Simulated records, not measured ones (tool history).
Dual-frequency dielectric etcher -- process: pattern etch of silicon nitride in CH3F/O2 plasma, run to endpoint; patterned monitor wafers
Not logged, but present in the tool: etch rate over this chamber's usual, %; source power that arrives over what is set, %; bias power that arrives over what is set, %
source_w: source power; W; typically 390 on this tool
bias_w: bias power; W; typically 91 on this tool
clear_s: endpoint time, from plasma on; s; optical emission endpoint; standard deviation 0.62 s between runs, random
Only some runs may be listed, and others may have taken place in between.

run,hour,source_w,bias_w,wafers since the last listed run,hours since the last wet clean,hours since the last source power generator calibration,hours since the last bias power generator calibration,hours since the last upper electrode change,"incoming incoming film thickness, nm",clear_s
1,0.0,350,91,0,358.2,1221.4,4112.4,4244.8,72.4,85.0
2,84.2,350,91,714,442.4,1305.6,4196.6,4329.0,72.7,84.5
# hour 123.2: wet clean of the chamber
3,135.7,350,91,233,12.5,1357.1,4248.1,4380.5,73.1,82.4
4,149.1,390,108,113,25.9,1370.5,4261.5,4393.9,73.0,75.4
5,178.2,390,108,247,55.0,1399.6,4290.6,4423.0,73.1,75.2
# hour 223.8: wet clean of the chamber, repeated, since the last time left the tool worse
6,224.3,390,108,187,0.5,1445.7,4336.7,4469.1,72.6,79.8
7,232.1,390,91,66,8.3,1453.5,4344.5,4476.9,74.0,85.1
8,263.0,390,77,262,39.2,1484.4,4375.4,4507.8,73.2,87.9
9,278.8,370,91,134,55.0,1500.2,4391.2,4523.6,72.9,84.9
10,294.0,420,97,129,70.2,1515.4,4406.4,4538.8,74.1,80.6
11,318.2,420,97,205,94.4,1539.6,4430.6,4563.0,72.6,78.8
12,336.4,420,97,154,112.6,1557.8,4448.8,4581.2,73.4,79.5
13,361.4,410,91,212,137.6,1582.8,4473.8,4606.2,72.5,81.4
# hour 387.7: bias power generator calibrated
14,390.6,390,91,213,166.8,1612.0,2.9,4635.4,72.7,82.9
# hour 419.0: upper electrode replaced
15,419.5,390,76,41,195.7,1640.9,31.8,0.5,73.1,88.0
16,421.6,300,82,17,197.8,1643.0,33.9,2.6,72.9,94.4
17,454.5,440,113,279,230.7,1675.9,66.8,35.5,73.2,73.6
# hour 467.5: source power generator calibrated
18,467.8,420,79,78,244.0,0.3,80.1,48.8,73.1,83.9
19,502.3,410,91,292,278.5,34.8,114.6,83.3,73.2,81.5
20,534.4,390,91,272,310.6,66.9,146.7,115.4,73.5,81.2
21,550.7,390,91,138,326.9,83.2,163.0,131.7,72.3,81.8
22,585.5,390,105,295,361.7,118.0,197.8,166.5,73.0,77.0
23,611.8,460,76,223,388.0,144.3,224.1,192.8,73.0,80.2
24,642.1,390,91,257,418.3,174.6,254.4,223.1,73.0,80.9
25,657.1,490,112,127,433.3,189.6,269.4,238.1,73.1,69.6
# hour 683.6: wet clean of the chamber
26,690.2,290,77,77,6.6,222.7,302.5,271.2,73.7,101.5
27,702.6,490,111,105,19.0,235.1,314.9,283.6,73.0,72.7
28,715.6,490,112,110,32.0,248.1,327.9,296.6,73.5,73.3
29,728.9,390,91,112,45.3,261.4,341.2,309.9,73.1,84.3
30,757.7,310,72,244,74.1,290.2,370.0,338.7,73.1,98.1

Alternative continuations, all from the tool just after run 30; predict every row:
A,758.2,390,91,4,74.6,290.7,370.5,339.2,73.2,?
B,758.2,320,108,4,74.6,290.7,370.5,339.2,73.2,?
C,758.2,320,101,4,74.6,290.7,370.5,339.2,73.2,?
D,758.2,350,73,4,74.6,290.7,370.5,339.2,73.2,?
E,758.2,450,108,4,74.6,290.7,370.5,339.2,73.2,?

run,clear_s
A,83.0
B,84.8
C,86.7
D,92.6
E,74.4
With the hidden condition removed and each run's random variation left untouched, the same runs would have given:
run,clear_s
A,83.4
B,85.2
C,87.1
D,93.0
E,74.7

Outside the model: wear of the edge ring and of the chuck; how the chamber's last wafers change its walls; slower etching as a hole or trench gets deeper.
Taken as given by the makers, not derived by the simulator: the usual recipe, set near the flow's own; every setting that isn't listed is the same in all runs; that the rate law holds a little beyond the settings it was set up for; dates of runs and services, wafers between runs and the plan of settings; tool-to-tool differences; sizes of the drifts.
